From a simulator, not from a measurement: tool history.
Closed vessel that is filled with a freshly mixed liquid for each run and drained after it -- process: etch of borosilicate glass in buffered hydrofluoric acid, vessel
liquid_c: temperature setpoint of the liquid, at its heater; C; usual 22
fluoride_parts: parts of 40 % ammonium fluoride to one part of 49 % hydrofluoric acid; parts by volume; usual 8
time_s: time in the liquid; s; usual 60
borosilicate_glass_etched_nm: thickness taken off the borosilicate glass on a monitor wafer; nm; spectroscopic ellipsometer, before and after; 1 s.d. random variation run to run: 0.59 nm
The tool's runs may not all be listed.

run	hour	liquid_c	fluoride_parts	time_s	wafers since the last listed run	hours since the thermometer was replaced	hours since the hydrofluoric acid flow meter was replaced	hours since the gauge calibration	read-back film thickness of the borosilicate glass reference wafer, read on the same gauge (nm)	borosilicate_glass_etched_nm
1	0	22	8	60	0	998.7	354.3	128.6	79.98	67.86
2	9.1	22	8	60	993	1007.8	363.4	137.7	79.99	66.93
3	15.8	22	8	60	731	1014.5	370.1	144.4	80	67.04
4	23.1	22	8	60	797	1021.8	377.4	151.7	79.99	67.27
5	34	22	8	60	1190	1032.7	388.3	162.6	79.99	67.69
6	82.9	22	8	60	5341	1081.6	437.2	211.5	80.01	66.46
7	92	22	8	60	993	1090.7	446.3	220.6	80.02	67.08
# hour 98.9: thermometer replaced
8	107.6	22	8	60	1594	8.7	461.9	236.2	79.99	66.09
# hour 115.7: hydrofluoric acid flow meter replaced
9	119	23.5	10	60	1135	20.1	3.3	247.6	80	69.03
10	127.7	25	6.5	70	950	28.8	12	256.3	80.01	128.86
# hour 127.9: gauge calibrated
11	135.2	22	8	60	819	36.3	19.5	7.3	80	74.97
12	150.9	23.5	8	60	1714	52	35.2	23	80	81.85
13	167.6	19	6.5	60	1824	68.7	51.9	39.7	80	78.88
14	183.5	22	8	60	1736	84.6	67.8	55.6	79.97	74.55
15	193.6	22	6.5	40	1103	94.7	77.9	65.7	80.01	62.32
16	204	22	10.5	60	1135	105.1	88.3	76.1	80	58.45

4 options for the next run, each taken on its own from the tool as it stands now. Forecast them:
A	204.7	22	8	60	76	105.8	89	76.8	?	?
B	204.7	22	5.5	85	76	105.8	89	76.8	?	?
C	204.7	26.5	8	60	76	105.8	89	76.8	?	?
D	204.7	25	9	40	76	105.8	89	76.8	?	?

run	read-back film thickness of the borosilicate glass reference wafer, read on the same gauge (nm)	borosilicate_glass_etched_nm
A	80.01	73.8
B	80.01	151.61
C	80.01	93.8
D	80.01	51.62
Stripped of hidden state, with their random variation kept, the same runs would have yielded:
run	borosilicate_glass_etched_nm
A	76.95
B	156.81
C	97.78
D	52.89
